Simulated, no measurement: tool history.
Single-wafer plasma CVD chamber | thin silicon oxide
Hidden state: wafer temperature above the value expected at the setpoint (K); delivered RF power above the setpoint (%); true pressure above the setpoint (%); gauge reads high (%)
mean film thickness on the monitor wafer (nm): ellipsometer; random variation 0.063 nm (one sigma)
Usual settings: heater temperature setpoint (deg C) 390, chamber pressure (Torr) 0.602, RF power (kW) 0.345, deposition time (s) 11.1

| run | hour | heater temperature setpoint (deg C) | chamber pressure (Torr) | RF power (kW) | deposition time (s) | wafers since the last listed run | hours since the last thermocouple change | hours since the last RF generator calibration | hours since the last manometer calibration | hours since the showerhead was replaced | hours since the gauge calibration | read-back reference wafer on the same gauge, thickness_nm | mean film thickness on the monitor wafer (nm) |
|---|---|---|---|---|---|---|---|---|---|---|---|---|---|
| 1 | 0 | 390 | 0.602 | 0.345 | 11.1 | 0 | 443 | 1212.9 | 2007.6 | 5115.9 | 791.1 | 17.407 | 15.83 |
| 2 | 39.7 | 390 | 0.602 | 0.345 | 11.1 | 716 | 482.7 | 1252.6 | 2047.3 | 5155.6 | 830.8 | 17.402 | 15.779 |
| 3 | 96.5 | 390 | 0.602 | 0.345 | 11.1 | 1025 | 539.5 | 1309.4 | 2104.1 | 5212.4 | 887.6 | 17.393 | 15.769 |
| 4 | 130.2 | 390 | 0.602 | 0.33 | 11.1 | 608 | 573.2 | 1343.1 | 2137.8 | 5246.1 | 921.3 | 17.417 | 15.672 |
| 5 | 162.7 | 390 | 0.602 | 0.33 | 11.1 | 586 | 605.7 | 1375.6 | 2170.3 | 5278.6 | 953.8 | 17.375 | 15.554 |
| 6 | 339.4 | 390 | 0.602 | 0.345 | 11.1 | 3189 | 782.4 | 1552.3 | 2347 | 5455.3 | 1130.5 | 17.41 | 15.645 |
| 7 | 528.4 | 383 | 0.602 | 0.3 | 11.1 | 3411 | 971.4 | 1741.3 | 2536 | 5644.3 | 1319.5 | 17.398 | 15.129 |
|  | 578.9 | thermocouple changed; heater temperature recalibrated |
| 8 | 579.4 | 390 | 0.672 | 0.345 | 11.1 | 776 | 0.5 | 1792.3 | 2587 | 5695.3 | 1370.5 | 17.419 | 17.579 |
|  | 597.4 | RF generator calibrated |
| 9 | 597.9 | 401 | 0.602 | 0.345 | 11.1 | 189 | 19 | 0.5 | 2605.5 | 5713.8 | 1389 | 17.413 | 15.917 |
| 10 | 665.8 | 401 | 0.602 | 0.345 | 11.1 | 1225 | 86.9 | 68.4 | 2673.4 | 5781.7 | 1456.9 | 17.392 | 15.735 |
|  | 682.9 | capacitance manometer re-zeroed and calibrated |
| 11 | 722 | 401 | 0.602 | 0.345 | 11.1 | 869 | 143.1 | 124.6 | 39.1 | 5837.9 | 1513.1 | 17.378 | 15.887 |
| 12 | 771.3 | 390 | 0.602 | 0.345 | 11.1 | 889 | 192.4 | 173.9 | 88.4 | 5887.2 | 1562.4 | 17.392 | 15.905 |
| 13 | 837.5 | 390 | 0.602 | 0.325 | 11.1 | 1194 | 258.6 | 240.1 | 154.6 | 5953.4 | 1628.6 | 17.408 | 15.616 |
| 14 | 884.8 | 384 | 0.526 | 0.3 | 10.3 | 853 | 305.9 | 287.4 | 201.9 | 6000.7 | 1675.9 | 17.41 | 12.332 |
|  | 919.6 | gauge calibrated |
| 15 | 942.1 | 390 | 0.602 | 0.345 | 12.6 | 1034 | 363.2 | 344.7 | 259.2 | 6058 | 22.5 | 17.428 | 18.066 |
|  | 989 | showerhead replaced |
| 16 | 993 | 401 | 0.721 | 0.315 | 9.8 | 774 | 414.1 | 395.6 | 310.1 | 4 | 73.4 | 17.381 | 16.207 |
| 17 | 1040.3 | 390 | 0.67 | 0.375 | 9.2 | 853 | 461.4 | 442.9 | 357.4 | 51.3 | 120.7 | 17.422 | 15.005 |
| 18 | 1067.8 | 390 | 0.602 | 0.38 | 11.1 | 496 | 488.9 | 470.4 | 384.9 | 78.8 | 148.2 | 17.387 | 16.236 |
| 19 | 1138.1 | 390 | 0.602 | 0.345 | 9.9 | 1268 | 559.2 | 540.7 | 455.2 | 149.1 | 218.5 | 17.392 | 14.077 |
| 20 | 1173.7 | 390 | 0.602 | 0.33 | 11.1 | 642 | 594.8 | 576.3 | 490.8 | 184.7 | 254.1 | 17.377 | 15.518 |
| 21 | 1240.7 | 390 | 0.738 | 0.31 | 11.1 | 1209 | 661.8 | 643.3 | 557.8 | 251.7 | 321.1 | 17.404 | 18.697 |
| 22 | 1277.1 | 390 | 0.602 | 0.345 | 11.1 | 656 | 698.2 | 679.7 | 594.2 | 288.1 | 357.5 | 17.421 | 15.877 |
| 23 | 1334 | 390 | 0.602 | 0.375 | 11.1 | 1026 | 755.1 | 736.6 | 651.1 | 345 | 414.4 | 17.415 | 16.164 |
| 24 | 1388.1 | 390 | 0.695 | 0.37 | 9.1 | 976 | 809.2 | 790.7 | 705.2 | 399.1 | 468.5 | 17.403 | 15.242 |
|  | 1425.2 | thermocouple changed; heater temperature recalibrated |
| 25 | 1445.4 | 390 | 0.602 | 0.345 | 11.1 | 889 | 20.2 | 848 | 762.5 | 456.4 | 525.8 | 17.407 | 15.659 |
| 26 | 1512.6 | 390 | 0.602 | 0.405 | 11.1 | 1212 | 87.4 | 915.2 | 829.7 | 523.6 | 593 | 17.395 | 16.414 |
| 27 | 1573.3 | 390 | 0.602 | 0.345 | 11.1 | 1095 | 148.1 | 975.9 | 890.4 | 584.3 | 653.7 | 17.417 | 15.787 |

5 ways to go on from here, each from the tool as it stands after run 27. What would each give?
| A | 1573.7 | 390 | 0.602 | 0.345 | 11.1 | 7 | 148.5 | 976.3 | 890.8 | 584.7 | 654.1 | ? | ? |
| B | 1573.7 | 382 | 0.491 | 0.345 | 11.1 | 7 | 148.5 | 976.3 | 890.8 | 584.7 | 654.1 | ? | ? |
| C | 1573.7 | 381 | 0.468 | 0.325 | 12.8 | 7 | 148.5 | 976.3 | 890.8 | 584.7 | 654.1 | ? | ? |
| D | 1573.7 | 394 | 0.602 | 0.37 | 9.2 | 7 | 148.5 | 976.3 | 890.8 | 584.7 | 654.1 | ? | ? |
| E | 1573.7 | 390 | 0.602 | 0.345 | 9.6 | 7 | 148.5 | 976.3 | 890.8 | 584.7 | 654.1 | ? | ? |

| run | read-back reference wafer on the same gauge, thickness_nm | mean film thickness on the monitor wafer (nm) |
|---|---|---|
| A | 17.393 | 15.762 |
| B | 17.393 | 12.863 |
| C | 17.393 | 13.867 |
| D | 17.393 | 13.333 |
| E | 17.393 | 13.638 |
Without the tool's hidden state the same runs would have given:
| run | mean film thickness on the monitor wafer (nm) |
|---|---|
| A | 16.087 |
| B | 13.128 |
| C | 14.153 |
| D | 13.597 |
| E | 13.919 |
